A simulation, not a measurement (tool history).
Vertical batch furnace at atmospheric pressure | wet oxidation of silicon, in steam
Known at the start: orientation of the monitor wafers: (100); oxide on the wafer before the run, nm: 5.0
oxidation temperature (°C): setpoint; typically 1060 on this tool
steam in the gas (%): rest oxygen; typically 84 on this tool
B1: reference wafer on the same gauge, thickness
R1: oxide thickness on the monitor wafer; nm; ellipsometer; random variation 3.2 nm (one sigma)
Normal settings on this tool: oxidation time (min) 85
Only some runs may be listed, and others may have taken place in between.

Run 1, hour 0: usual settings; B1 648.54. Result: R1 608.64 nm.
At hour 17.3: gauge calibrated.
Run 2, hour 57.2: usual settings but steam in the gas (%) 80; B1 649.7. Result: R1 588.02 nm.
Run 3, hour 92.5: usual settings but steam in the gas (%) 80; B1 649.54. Result: R1 586.13 nm.
Run 4, hour 136: usual settings but oxidation temperature (°C) 1045; B1 650.24. Result: R1 564.12 nm.
Run 5, hour 191.1: usual settings but oxidation temperature (°C) 1045; B1 650.63. Result: R1 560.24 nm.
Run 6, hour 224.6: usual settings but oxidation temperature (°C) 1045; B1 649.2. Result: R1 564.49 nm.
Run 7, hour 268.6: usual settings but oxidation time (min) 118, steam in the gas (%) 74; B1 649.73. Result: R1 681.47 nm.
Run 8, hour 316.2: usual settings but oxidation time (min) 118, steam in the gas (%) 74; B1 650.89. Result: R1 677.24 nm.
Run 9, hour 483.9: usual settings but oxidation time (min) 118, steam in the gas (%) 74; B1 649.2. Result: R1 671.58 nm.
Run 10, hour 548.8: usual settings but oxidation time (min) 61.5; B1 650.29. Result: R1 490.87 nm.
At hour 627.7: steam generator serviced.
Run 11, hour 628.2: usual settings but oxidation time (min) 61.5; B1 650.92. Result: R1 511.41 nm.
Run 12, hour 661.8: usual settings but oxidation time (min) 55, steam in the gas (%) 89; B1 650.09. Result: R1 494.44 nm.
Run 13, hour 712.4: usual settings but oxidation time (min) 55, steam in the gas (%) 89; B1 648.81. Result: R1 497.37 nm.
Run 14, hour 765.1: usual settings; B1 650.32. Result: R1 619.34 nm.
Run 15, hour 789.6: usual settings but oxidation time (min) 70.5, steam in the gas (%) 79; B1 650.05. Result: R1 536.48 nm.
Run 16, hour 850: usual settings but oxidation temperature (°C) 1038; B1 649.46. Result: R1 552.22 nm.
Run 17, hour 886.2: usual settings but oxidation temperature (°C) 1083, oxidation time (min) 72.5, steam in the gas (%) 76; B1 649.55. Result: R1 588.6 nm.
At hour 922.8: gauge calibrated.
Run 18, hour 937: usual settings but oxidation temperature (°C) 1045; B1 651.05. Result: R1 576.31 nm.
Run 19, hour 989.9: usual settings but oxidation time (min) 105, steam in the gas (%) 79; B1 649.47. Result: R1 676.05 nm.
Run 20, hour 1022.2: usual settings but oxidation temperature (°C) 1038, oxidation time (min) 109, steam in the gas (%) 75; B1 651.11. Result: R1 601.74 nm.
At hour 1158.3: thermocouples replaced and temperature profile calibrated.
Run 21, hour 1228: usual settings but steam in the gas (%) 80; B1 650.69. Result: R1 597.58 nm.
Run 22, hour 1256.3: usual settings but oxidation time (min) 124; B1 649.14. Result: R1 757.39 nm.
Run 23, hour 1284.7: usual settings but oxidation temperature (°C) 1049, oxidation time (min) 118; B1 651.1. Result: R1 711.51 nm.
Run 24, hour 1343.1: usual settings but oxidation time (min) 98.5, steam in the gas (%) 87; B1 650.34. Result: R1 689.32 nm.
Run 25, hour 1409.4: usual settings but oxidation temperature (°C) 1047, oxidation time (min) 124, steam in the gas (%) 77; B1 649.46. Result: R1 687.09 nm.
Run 26, hour 1459.3: usual settings; B1 649.68. Result: R1 613.63 nm.
Run 27, hour 1523.1: usual settings but oxidation temperature (°C) 1047, steam in the gas (%) 89; B1 649.91. Result: R1 590.98 nm.

Consider 4 possible next runs. They are alternatives, not a sequence: every one starts from the tool as it was left by run 27. What does each give?
Run A, hour 1527.6: usual settings; B1 ?. Result: R1 ?.
Run B, hour 1527.6: usual settings but oxidation temperature (°C) 1080; B1 ?. Result: R1 ?.
Run C, hour 1527.6: usual settings but oxidation temperature (°C) 1082, oxidation time (min) 101.5, steam in the gas (%) 95; B1 ?. Result: R1 ?.
Run D, hour 1527.6: usual settings but oxidation temperature (°C) 1050, oxidation time (min) 49.5, steam in the gas (%) 79; B1 ?. Result: R1 ?.

run      B1      R1
  A  648.79   612.6
  B  648.79  669.03
  C  648.79  797.95
  D  648.79  404.69
With no hidden state in the tool, these same runs would have given:
run      R1
  A  620.35
  B  677.23
  C  807.55
  D  410.18
